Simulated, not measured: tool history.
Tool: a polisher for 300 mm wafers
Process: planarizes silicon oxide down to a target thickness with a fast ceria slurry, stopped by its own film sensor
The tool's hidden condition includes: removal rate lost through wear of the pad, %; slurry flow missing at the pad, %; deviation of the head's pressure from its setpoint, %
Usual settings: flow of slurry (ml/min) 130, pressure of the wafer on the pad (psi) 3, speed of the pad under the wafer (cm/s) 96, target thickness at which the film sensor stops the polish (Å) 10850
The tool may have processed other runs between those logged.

run	hour	flow of slurry (ml/min)	pressure of the wafer on the pad (psi)	speed of the pad under the wafer (cm/s)	target thickness at which the film sensor stops the polish (Å)	wafers since the last listed run	wafers polished on this pad	hours since the slurry nozzle was cleaned	hours since the head pressure was calibrated	incoming thickness of the incoming film, nm	time until the film sensor stopped the polish (s)
1	0	130	3	96	10850	0	178	77.3	240.9	1703.4	52.5
2	58	120	3	96	10850	567	745	135.3	298.9	1681	51
3	114	120	3	96	10850	547	1293	191.3	354.9	1693.7	52
4	183.2	130	3	96	10850	676	1970	260.5	424.1	1674.9	51.9
# hour 237.2: worn pad replaced by a new one
5	403.3	130	3	96	10850	2114	1624	480.6	644.2	1658.9	52.1
# hour 445.5: head pressure recalibrated
6	464.1	130	3	96	10850	575	2200	541.4	18.6	1675.7	50.3
# hour 478.6: slurry nozzle cleaned
# hour 488.3: worn pad replaced by a new one
7	569.6	130	3	96	10850	983	795	91	124.1	1688.1	50.2
8	628.3	130	3	96	10850	574	1369	149.7	182.8	1676.4	50.9
9	688.7	115	3	82	10850	590	1960	210.1	243.2	1712.1	62.2
# hour 716.9: worn pad replaced by a new one
10	741.5	130	3	128	10850	477	240	262.9	296	1679.3	42.3
11	796.1	110	3	96	10850	534	774	317.5	350.6	1689.6	54
12	894.4	95	2	108	12540	961	1736	415.8	448.9	1656	52.3
# hour 973.2: worn pad replaced by a new one
13	987.6	130	2.4	96	10850	872	140	509	542.1	1693.6	67.8
14	1052	130	3	96	10850	630	770	573.4	606.5	1672	55.7
# hour 1086.9: head pressure recalibrated
15	1123.1	85	3	96	11610	676	1446	644.5	36.2	1680.2	45.8
# hour 1134.5: slurry nozzle cleaned
16	1161.5	130	3	96	10850	365	1812	27	74.6	1659.8	46.7
# hour 1214.4: worn pad replaced by a new one
17	1267.4	165	3.5	96	9240	996	518	132.9	180.5	1679.1	50.9

Predict each of these 3 candidate next runs independently; none follows another, all start after run 17:
A	1267.8	150	3	96	10850	3	522	133.3	180.9	1703.6	?
B	1267.8	95	3	108	10130	3	522	133.3	180.9	1703.6	?
C	1267.8	130	3	68	10850	3	522	133.3	180.9	1703.6	?

run	time until the film sensor stopped the polish (s)
A	50.1
B	55.9
C	64.4
Had the tool no hidden state, the same runs would have come out as:
run	time until the film sensor stopped the polish (s)
A	47.9
B	53.5
C	61.6
